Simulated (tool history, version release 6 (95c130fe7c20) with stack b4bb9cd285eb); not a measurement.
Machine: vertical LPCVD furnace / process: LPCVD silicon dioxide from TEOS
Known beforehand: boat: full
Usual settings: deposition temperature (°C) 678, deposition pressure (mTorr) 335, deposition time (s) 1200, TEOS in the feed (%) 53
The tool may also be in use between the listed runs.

run,hour,deposition temperature (°C),deposition pressure (mTorr),deposition time (s),TEOS in the feed (%),"read-back reference wafer on the same gauge, thickness",film thickness on the monitor wafer in the middle of the boat (angstrom)
1,0.0,678,335,1200,47,79.80,676.9
2,90.4,678,335,1200,47,79.57,677.2
# hour 117.5: gauge calibrated
3,192.3,678,335,1200,47,81.35,692.3
4,268.5,678,335,1200,53,81.10,736.6
5,367.1,678,380,1200,48,80.86,740.7
6,440.5,678,380,1200,48,80.60,741.3
7,516.5,678,335,1200,53,80.41,724.3
8,599.6,678,335,1200,53,80.31,725.4
9,681.7,682,335,930,53,80.04,619.4
10,770.1,678,335,1200,53,79.78,722.5
11,879.9,678,335,1200,53,79.49,716.8
12,919.8,678,335,1200,58,79.48,749.4
13,957.2,678,335,1200,53,79.22,718.8
14,1025.3,686,335,1500,61,79.17,1166.7
15,1071.1,688,370,810,53,79.09,644.5
# hour 1111.3: gauge calibrated
16,1148.3,678,310,1200,59,81.13,747.9
# hour 1206.2: TEOS flow controller replaced
17,1210.4,684,375,1470,59,81.00,1163.4
18,1257.8,678,335,1200,60,80.84,778.9
# hour 1292.3: pressure gauge zeroed
19,1315.7,684,360,1200,58,80.66,913.9
# hour 1368.7: thermocouples replaced and temperature profile calibrated
20,1369.2,678,335,1590,53,80.48,965.6
21,1449.2,673,375,1590,47,80.32,849.8
22,1566.7,688,370,810,53,80.01,655.1
23,1640.2,678,335,840,56,79.78,520.8
24,1726.7,678,415,1200,58,79.55,840.9

What the log doesn't show, run by run:
true tube temperature minus thermocouple reading, K: 0, the same for each run
true pressure minus gauge reading, mTorr: 0, the same for each run
deviation of the TEOS flow from its setpoint, %: 0, the same for each run
H1: gauge reads high (%)
run,H1
1,-2.09
2,-2.38
3,-0.204
4,-0.452
5,-0.772
6,-1.01
7,-1.26
8,-1.53
9,-1.79
10,-2.08
11,-2.44
12,-2.56
13,-2.69
14,-2.91
15,-3.06
16,-0.493
17,-0.694
18,-0.848
19,-1.04
20,-1.21
21,-1.47
22,-1.85
23,-2.09
24,-2.37

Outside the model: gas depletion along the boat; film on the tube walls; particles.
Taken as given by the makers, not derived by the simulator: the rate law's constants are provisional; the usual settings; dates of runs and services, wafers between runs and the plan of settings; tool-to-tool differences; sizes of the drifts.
